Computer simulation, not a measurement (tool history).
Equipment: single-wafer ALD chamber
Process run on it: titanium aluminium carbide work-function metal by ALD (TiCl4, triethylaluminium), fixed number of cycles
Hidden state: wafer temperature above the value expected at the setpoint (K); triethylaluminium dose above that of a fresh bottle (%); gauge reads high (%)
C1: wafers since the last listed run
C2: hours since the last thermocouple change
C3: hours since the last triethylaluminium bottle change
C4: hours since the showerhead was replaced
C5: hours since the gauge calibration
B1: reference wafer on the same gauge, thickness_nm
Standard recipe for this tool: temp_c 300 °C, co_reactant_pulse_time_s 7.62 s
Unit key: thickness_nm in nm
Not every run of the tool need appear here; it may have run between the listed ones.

run 1 day=0.000 | temp_c=294 co_reactant_pulse_time_s=7.62 | C1=0 C2=538.6 C3=621.9 C4=2341.5 C5=676.9 | B1=1.791 | thickness_nm=1.908
run 2 day=3.096 | temp_c=300 co_reactant_pulse_time_s=7.62 | C1=609 C2=612.9 C3=696.2 C4=2415.8 C5=751.2 | B1=1.791 | thickness_nm=1.974
run 3 day=3.671 | temp_c=300 co_reactant_pulse_time_s=7.62 | C1=113 C2=626.7 C3=710.0 C4=2429.6 C5=765.0 | B1=1.785 | thickness_nm=1.955
run 4 day=4.875 | temp_c=300 co_reactant_pulse_time_s=7.62 | C1=237 C2=655.6 C3=738.9 C4=2458.5 C5=793.9 | B1=1.795 | thickness_nm=1.964
run 5 day=5.392 | temp_c=300 co_reactant_pulse_time_s=5.85 | C1=101 C2=668.0 C3=751.3 C4=2470.9 C5=806.3 | B1=1.792 | thickness_nm=1.773
-- day=6.308 showerhead replaced
run 6 day=6.858 | temp_c=300 co_reactant_pulse_time_s=6.62 | C1=223 C2=703.2 C3=786.5 C4=13.2 C5=841.5 | B1=1.793 | thickness_nm=1.878
-- day=7.304 gauge calibrated
run 7 day=7.529 | temp_c=300 co_reactant_pulse_time_s=7.62 | C1=132 C2=719.3 C3=802.6 C4=29.3 C5=5.4 | B1=1.789 | thickness_nm=1.951
run 8 day=8.525 | temp_c=300 co_reactant_pulse_time_s=7.62 | C1=196 C2=743.2 C3=826.5 C4=53.2 C5=29.3 | B1=1.792 | thickness_nm=1.962
run 9 day=9.717 | temp_c=300 co_reactant_pulse_time_s=7.62 | C1=234 C2=771.8 C3=855.1 C4=81.8 C5=57.9 | B1=1.790 | thickness_nm=1.948
run 10 day=10.817 | temp_c=287 co_reactant_pulse_time_s=7.62 | C1=216 C2=798.2 C3=881.5 C4=108.2 C5=84.3 | B1=1.795 | thickness_nm=1.819
run 11 day=11.529 | temp_c=300 co_reactant_pulse_time_s=9.28 | C1=140 C2=815.3 C3=898.6 C4=125.3 C5=101.4 | B1=1.791 | thickness_nm=2.027
run 12 day=12.600 | temp_c=304 co_reactant_pulse_time_s=9.24 | C1=210 C2=841.0 C3=924.3 C4=151.0 C5=127.1 | B1=1.790 | thickness_nm=2.058
-- day=13.408 triethylaluminium bottle replaced
run 13 day=13.867 | temp_c=300 co_reactant_pulse_time_s=7.62 | C1=183 C2=871.4 C3=11.0 C4=181.4 C5=157.5 | B1=1.790 | thickness_nm=1.938
run 14 day=15.342 | temp_c=300 co_reactant_pulse_time_s=9.40 | C1=290 C2=906.8 C3=46.4 C4=216.8 C5=192.9 | B1=1.789 | thickness_nm=2.035
run 15 day=16.217 | temp_c=305 co_reactant_pulse_time_s=5.47 | C1=172 C2=927.8 C3=67.4 C4=237.8 C5=213.9 | B1=1.791 | thickness_nm=1.777
run 16 day=17.092 | temp_c=300 co_reactant_pulse_time_s=4.68 | C1=172 C2=948.8 C3=88.4 C4=258.8 C5=234.9 | B1=1.789 | thickness_nm=1.568
-- day=17.717 thermocouple changed; heater temperature recalibrated
run 17 day=18.417 | temp_c=300 co_reactant_pulse_time_s=7.62 | C1=195 C2=16.8 C3=120.2 C4=290.6 C5=266.7 | B1=1.791 | thickness_nm=1.904
run 18 day=18.917 | temp_c=294 co_reactant_pulse_time_s=5.97 | C1=98 C2=28.8 C3=132.2 C4=302.6 C5=278.7 | B1=1.795 | thickness_nm=1.709
run 19 day=20.175 | temp_c=307 co_reactant_pulse_time_s=8.77 | C1=247 C2=59.0 C3=162.4 C4=332.8 C5=308.9 | B1=1.789 | thickness_nm=2.039
run 20 day=20.746 | temp_c=300 co_reactant_pulse_time_s=7.62 | C1=112 C2=72.7 C3=176.1 C4=346.5 C5=322.6 | B1=1.787 | thickness_nm=1.911
run 21 day=21.533 | temp_c=300 co_reactant_pulse_time_s=7.62 | C1=155 C2=91.6 C3=195.0 C4=365.4 C5=341.5 | B1=1.792 | thickness_nm=1.907
run 22 day=22.683 | temp_c=308 co_reactant_pulse_time_s=6.66 | C1=226 C2=119.2 C3=222.6 C4=393.0 C5=369.1 | B1=1.790 | thickness_nm=1.919
run 23 day=24.742 | temp_c=300 co_reactant_pulse_time_s=6.13 | C1=405 C2=168.6 C3=272.0 C4=442.4 C5=418.5 | B1=1.790 | thickness_nm=1.792
-- day=25.254 thermocouple changed; heater temperature recalibrated, repeated, since the last time left the tool worse
run 24 day=25.783 | temp_c=310 co_reactant_pulse_time_s=5.37 | C1=139 C2=12.7 C3=297.0 C4=467.4 C5=443.5 | B1=1.788 | thickness_nm=1.841
run 25 day=27.221 | temp_c=307 co_reactant_pulse_time_s=9.17 | C1=282 C2=47.2 C3=331.5 C4=501.9 C5=478.0 | B1=1.792 | thickness_nm=2.131
run 26 day=28.608 | temp_c=300 co_reactant_pulse_time_s=7.62 | C1=273 C2=80.5 C3=364.8 C4=535.2 C5=511.3 | B1=1.791 | thickness_nm=1.996
run 27 day=29.433 | temp_c=300 co_reactant_pulse_time_s=6.22 | C1=162 C2=100.3 C3=384.6 C4=555.0 C5=531.1 | B1=1.793 | thickness_nm=1.879
run 28 day=30.654 | temp_c=294 co_reactant_pulse_time_s=5.97 | C1=240 C2=129.6 C3=413.9 C4=584.3 C5=560.4 | B1=1.790 | thickness_nm=1.779
run 29 day=31.304 | temp_c=292 co_reactant_pulse_time_s=6.00 | C1=127 C2=145.2 C3=429.5 C4=599.9 C5=576.0 | B1=1.788 | thickness_nm=1.770
run 30 day=32.171 | temp_c=305 co_reactant_pulse_time_s=6.42 | C1=170 C2=166.0 C3=450.3 C4=620.7 C5=596.8 | B1=1.786 | thickness_nm=1.927
run 31 day=33.546 | temp_c=307 co_reactant_pulse_time_s=8.77 | C1=270 C2=199.0 C3=483.3 C4=653.7 C5=629.8 | B1=1.790 | thickness_nm=2.131
run 32 day=34.396 | temp_c=312 co_reactant_pulse_time_s=4.99 | C1=167 C2=219.4 C3=503.7 C4=674.1 C5=650.2 | B1=1.792 | thickness_nm=1.772
run 33 day=35.238 | temp_c=300 co_reactant_pulse_time_s=7.62 | C1=165 C2=239.6 C3=523.9 C4=694.3 C5=670.4 | B1=1.789 | thickness_nm=1.971

For each entry between runs, how does the tool's hidden state at the last listed run before it compare with that at the first listed run after it?
In the gap between runs 5 and 6: showerhead replaced (day 6.308)
  wafer temperature above the value expected at the setpoint (K): -2.81 -> -2.98
  what was measured, less what the result would be without the hidden state, thickness_nm: -0.025 -> -0.028 nm
In the gap between runs 6 and 7: gauge calibrated (day 7.304)
  wafer temperature above the value expected at the setpoint (K): -2.98 -> -3.06
  what was measured, less what the result would be without the hidden state, thickness_nm: -0.028 -> -0.030 nm
In the gap between runs 12 and 13: triethylaluminium bottle replaced (day 13.408)
  wafer temperature above the value expected at the setpoint (K): -3.63 -> -3.78
  what was measured, less what the result would be without the hidden state, thickness_nm: -0.037 -> -0.037 nm
In the gap between runs 16 and 17: thermocouple changed; heater temperature recalibrated (day 17.717)
  wafer temperature above the value expected at the setpoint (K): -4.14 -> -7.04
  what was measured, less what the result would be without the hidden state, thickness_nm: -0.033 -> -0.069 nm
In the gap between runs 23 and 24: thermocouple changed; heater temperature recalibrated, repeated, since the last time left the tool worse (day 25.254)
  wafer temperature above the value expected at the setpoint (K): -7.75 -> 0.755
  what was measured, less what the result would be without the hidden state, thickness_nm: -0.071 -> +0.007 nm

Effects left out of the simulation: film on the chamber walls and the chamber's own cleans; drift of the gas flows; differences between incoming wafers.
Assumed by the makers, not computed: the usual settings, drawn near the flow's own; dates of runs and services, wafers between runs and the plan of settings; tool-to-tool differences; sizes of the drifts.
